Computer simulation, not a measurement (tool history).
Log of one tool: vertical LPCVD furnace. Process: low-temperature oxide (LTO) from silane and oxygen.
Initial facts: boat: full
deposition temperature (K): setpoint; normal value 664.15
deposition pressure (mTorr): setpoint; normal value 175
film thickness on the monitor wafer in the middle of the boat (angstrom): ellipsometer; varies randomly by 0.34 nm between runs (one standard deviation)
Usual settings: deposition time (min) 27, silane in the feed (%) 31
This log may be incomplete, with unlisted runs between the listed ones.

run   hour  deposition temperature (K)  deposition pressure (mTorr)  deposition time (min)  silane in the feed (%)  read-back reference wafer on the same gauge, thickness  film thickness on the monitor wafer in the middle of the boat (angstrom)
  1      0                      664.15                          175                     27                      31                                                     111                                                                    1128.3
  2   13.1                      664.15                          165                     27                      31                                                  111.11                                                                    1062.9
      62.2  -- thermocouples replaced and temperature profile calibrated
  3   62.7                      664.15                          165                     27                      31                                                   110.9                                                                    1064.8
  4   76.4                      664.15                          175                     27                      31                                                  111.03                                                                    1119.7
  5   96.9                      664.15                          175                     27                      31                                                  111.04                                                                    1126.6
  6  117.7                      664.15                          175                     27                      31                                                  110.92                                                                    1122.8
  7  139.5                      664.15                          175                     27                      31                                                  111.02                                                                    1125.4
  8  169.2                      664.15                          175                     27                      31                                                     111                                                                    1126.2
     212.5  -- pressure gauge zeroed
  9    213                      664.15                          175                     27                      31                                                  110.94                                                                    1181.5
 10  217.9                      672.15                          175                     27                      31                                                  110.96                                                                    1301.7
 11  222.8                      672.15                          175                     27                      31                                                  110.92                                                                    1300.9
     253.8  -- silane flow controller replaced
 12  254.3                      664.15                          175                     31                      31                                                  110.92                                                                    1358.1
 13  278.8                      672.15                          175                   32.5                      31                                                  110.92                                                                    1567.6
 14  293.7                      664.15                          175                   20.5                      35                                                  110.96                                                                    1066.9
 15  308.2                      664.15                          175                     27                      31                                                  111.03                                                                    1182.6
 16  342.6                      664.15                          190                     27                      31                                                  111.11                                                                    1282.4
     365.8  -- gauge calibrated
 17  374.7                      671.15                          175                     27                      28                                                  110.84                                                                    1104.6
 18  392.1                      664.15                          175                     27                      35                                                  111.06                                                                    1403.4
 19  417.2                      664.15                          175                     27                      28                                                  111.01                                                                      1013
 20  435.2                      664.15                          175                     27                      31                                                  111.04                                                                    1177.9
 21  470.9                      664.15                          175                     27                      31                                                   111.1                                                                    1180.1
 22  494.2                      656.15                          175                     27                      31                                                  111.06                                                                    1069.8
 23  518.1                      657.15                          205                     30                      34                                                  110.87                                                                    1600.7
 24  551.2                      673.15                          210                   18.5                      31                                                     111                                                                    1075.7
 25  567.5                      664.15                          175                   35.5                      33                                                  110.97                                                                    1701.6
 26  592.7                      664.15                          175                     27                      31                                                     111                                                                      1173
 27  627.5                      670.15                          160                     23                      31                                                  111.04                                                                     983.4
 28  660.9                      664.15                          145                     27                      31                                                  110.93                                                                     976.5
 29  687.2                      664.15                          175                     27                      31                                                  110.99                                                                      1178
 30  719.7                      664.15                          175                     27                      31                                                     111                                                                    1175.1
 31    747                      657.15                          210                     32                      27                                                  111.05                                                                    1236.4
 32  782.2                      664.15                          175                     27                      34                                                  111.05                                                                    1346.2

3 ways to go on from here, each from the tool as it stands after run 32. What would each give?
  A  787.2                      664.15                          175                     27                      31                                                       ?                                                                         ?
  B  787.2                      656.15                          155                     24                      36                                                       ?                                                                         ?
  C  787.2                      660.15                          175                     27                      31                                                       ?                                                                         ?

run  read-back reference wafer on the same gauge, thickness  film thickness on the monitor wafer in the middle of the boat (angstrom)
  A                                                  110.99                                                                      1176
  B                                                  110.99                                                                    1037.2
  C                                                  110.99                                                                    1119.4
With the hidden condition removed and each run's random variation left untouched, the same runs would have given:
run  film thickness on the monitor wafer in the middle of the boat (angstrom)
  A                                                                    1180.2
  B                                                                    1041.4
  C                                                                    1123.5

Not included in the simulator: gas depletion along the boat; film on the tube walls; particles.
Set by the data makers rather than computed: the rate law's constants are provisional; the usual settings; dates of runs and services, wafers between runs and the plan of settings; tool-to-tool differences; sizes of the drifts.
